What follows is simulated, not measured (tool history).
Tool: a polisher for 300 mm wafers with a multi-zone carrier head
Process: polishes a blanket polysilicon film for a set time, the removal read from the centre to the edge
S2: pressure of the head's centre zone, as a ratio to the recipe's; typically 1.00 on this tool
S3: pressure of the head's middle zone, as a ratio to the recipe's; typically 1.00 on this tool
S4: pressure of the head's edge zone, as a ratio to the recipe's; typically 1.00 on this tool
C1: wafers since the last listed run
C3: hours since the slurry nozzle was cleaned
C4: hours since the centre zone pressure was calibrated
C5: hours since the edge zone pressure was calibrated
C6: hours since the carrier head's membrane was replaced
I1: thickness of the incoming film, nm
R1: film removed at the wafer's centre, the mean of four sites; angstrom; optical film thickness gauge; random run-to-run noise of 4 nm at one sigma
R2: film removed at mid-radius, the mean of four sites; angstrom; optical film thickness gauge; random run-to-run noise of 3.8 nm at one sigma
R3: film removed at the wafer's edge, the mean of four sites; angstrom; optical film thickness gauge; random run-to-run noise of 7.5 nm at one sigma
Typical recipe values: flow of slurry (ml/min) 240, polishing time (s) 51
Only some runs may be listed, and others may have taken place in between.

Run 1, hour 0.0: usual settings; C1 0; wafers polished on this pad 98; C3 168.5; C4 961.3; C5 514.8; C6 1523.4; I1 2044.1. Result: R1 5308 angstrom, R2 5317 angstrom, R3 5182 angstrom.
Run 2, hour 33.8: usual settings; C1 351; wafers polished on this pad 450; C3 202.3; C4 995.1; C5 548.6; C6 1557.2; I1 2033.7. Result: R1 5132 angstrom, R2 5239 angstrom, R3 5219 angstrom.
Run 3, hour 58.9: usual settings; C1 260; wafers polished on this pad 711; C3 227.4; C4 1020.2; C5 573.7; C6 1582.3; I1 2051.9. Result: R1 5033 angstrom, R2 5038 angstrom, R3 4908 angstrom.
At hour 79.5: worn pad replaced by a new one.
Run 4, hour 84.7: usual settings; C1 226; wafers polished on this pad 54; C3 253.2; C4 1046.0; C5 599.5; C6 1608.1; I1 2029.8. Result: R1 5307 angstrom, R2 5335 angstrom, R3 5088 angstrom.
Run 5, hour 110.4: usual settings; C1 267; wafers polished on this pad 321; C3 278.9; C4 1071.7; C5 625.2; C6 1633.8; I1 2045.0. Result: R1 5189 angstrom, R2 5257 angstrom, R3 5130 angstrom.
Run 6, hour 123.1: usual settings but S4 1.07; C1 132; wafers polished on this pad 453; C3 291.6; C4 1084.4; C5 637.9; C6 1646.5; I1 2064.9. Result: R1 5198 angstrom, R2 5167 angstrom, R3 5272 angstrom.
Run 7, hour 138.5: usual settings but S3 1.09; C1 160; wafers polished on this pad 613; C3 307.0; C4 1099.8; C5 653.3; C6 1661.9; I1 2040.2. Result: R1 5044 angstrom, R2 5422 angstrom, R3 5048 angstrom.
Run 8, hour 153.3: usual settings but S3 1.09; C1 153; wafers polished on this pad 767; C3 321.8; C4 1114.6; C5 668.1; C6 1676.7; I1 2032.9. Result: R1 4969 angstrom, R2 5275 angstrom, R3 4905 angstrom.
At hour 180.9: worn pad replaced by a new one.
Run 9, hour 181.4: usual settings but S4 1.03; C1 250; wafers polished on this pad 5; C3 349.9; C4 1142.7; C5 696.2; C6 1704.8; I1 2012.4. Result: R1 5292 angstrom, R2 5261 angstrom, R3 5201 angstrom.
Run 10, hour 198.2: usual settings but flow of slurry (ml/min) 265, S2 1.04, S3 0.90, polishing time (s) 42; C1 174; wafers polished on this pad 180; C3 366.7; C4 1159.5; C5 713.0; C6 1721.6; I1 2029.1. Result: R1 4584 angstrom, R2 4117 angstrom, R3 4341 angstrom.
At hour 210.1: slurry nozzle cleaned.
Run 11, hour 217.8: usual settings but flow of slurry (ml/min) 165, S3 1.03, S4 0.95, polishing time (s) 62; C1 193; wafers polished on this pad 373; C3 7.7; C4 1179.1; C5 732.6; C6 1741.2; I1 2071.1. Result: R1 5897 angstrom, R2 6042 angstrom, R3 5747 angstrom.
At hour 229.8: edge zone pressure recalibrated.
Run 12, hour 230.3: usual settings but polishing time (s) 60; C1 109; wafers polished on this pad 482; C3 20.2; C4 1191.6; C5 0.5; C6 1753.7; I1 2058.7. Result: R1 6013 angstrom, R2 6049 angstrom, R3 5952 angstrom.
Run 13, hour 242.6: usual settings but S3 1.09, S4 1.10; C1 127; wafers polished on this pad 610; C3 32.5; C4 1203.9; C5 12.8; C6 1766.0; I1 2005.9. Result: R1 5068 angstrom, R2 5393 angstrom, R3 5352 angstrom.
At hour 269.0: worn pad replaced by a new one.
At hour 340.4: carrier head's membrane replaced by a new one.
Run 14, hour 344.9: usual settings; C1 969; wafers polished on this pad 737; C3 134.8; C4 1306.2; C5 115.1; C6 4.5; I1 2052.4. Result: R1 5060 angstrom, R2 5007 angstrom, R3 4980 angstrom.
At hour 351.3: centre zone pressure recalibrated.
At hour 353.6: worn pad replaced by a new one.
Run 15, hour 371.4: usual settings but flow of slurry (ml/min) 290, polishing time (s) 38; C1 230; wafers polished on this pad 185; C3 161.3; C4 20.1; C5 141.6; C6 31.0; I1 2017.3. Result: R1 4031 angstrom, R2 4048 angstrom, R3 3951 angstrom.
Run 16, hour 403.8: usual settings but flow of slurry (ml/min) 220, S2 1.09, polishing time (s) 57; C1 336; wafers polished on this pad 521; C3 193.7; C4 52.5; C5 174.0; C6 63.4; I1 2031.8. Result: R1 6276 angstrom, R2 5692 angstrom, R3 5735 angstrom.
Run 17, hour 431.1: usual settings; C1 283; wafers polished on this pad 805; C3 221.0; C4 79.8; C5 201.3; C6 90.7; I1 2054.7. Result: R1 4987 angstrom, R2 4993 angstrom, R3 4978 angstrom.
At hour 440.5: worn pad replaced by a new one.
Run 18, hour 458.6: usual settings but flow of slurry (ml/min) 200, S3 1.11, S4 0.95, polishing time (s) 62; C1 244; wafers polished on this pad 188; C3 248.5; C4 107.3; C5 228.8; C6 118.2; I1 2049.2. Result: R1 6292 angstrom, R2 6722 angstrom, R3 6191 angstrom.
Run 19, hour 493.6: usual settings; C1 363; wafers polished on this pad 552; C3 283.5; C4 142.3; C5 263.8; C6 153.2; I1 2077.8. Result: R1 5092 angstrom, R2 5200 angstrom, R3 5178 angstrom.

Forecast each of these 5 alternatives for the next run:
Run A, hour 494.0: usual settings; C1 4; wafers polished on this pad 556; C3 283.9; C4 142.7; C5 264.2; C6 153.6; I1 2025.6. Result: R1 ?, R2 ?, R3 ?.
Run B, hour 494.0: usual settings but S2 1.04, S4 1.06; C1 4; wafers polished on this pad 556; C3 283.9; C4 142.7; C5 264.2; C6 153.6; I1 2025.6. Result: R1 ?, R2 ?, R3 ?.
Run C, hour 494.0: usual settings but flow of slurry (ml/min) 155, S2 0.97, polishing time (s) 46; C1 4; wafers polished on this pad 556; C3 283.9; C4 142.7; C5 264.2; C6 153.6; I1 2025.6. Result: R1 ?, R2 ?, R3 ?.
Run D, hour 494.0: usual settings but S3 0.95, polishing time (s) 40; C1 4; wafers polished on this pad 556; C3 283.9; C4 142.7; C5 264.2; C6 153.6; I1 2025.6. Result: R1 ?, R2 ?, R3 ?.
Run E, hour 494.0: usual settings but S3 1.03; C1 4; wafers polished on this pad 556; C3 283.9; C4 142.7; C5 264.2; C6 153.6; I1 2025.6. Result: R1 ?, R2 ?, R3 ?.

run    R1    R2    R3
  A  5128  5208  5205
  B  5334  5206  5335
  C  4118  4354  4441
  D  4021  3961  4084
  E  5128  5302  5203
Stripped of hidden state, with their random variation kept, the same runs would have yielded:
run    R1    R2    R3
  A  5276  5358  5355
  B  5488  5357  5489
  C  4237  4480  4569
  D  4137  4075  4202
  E  5276  5456  5354
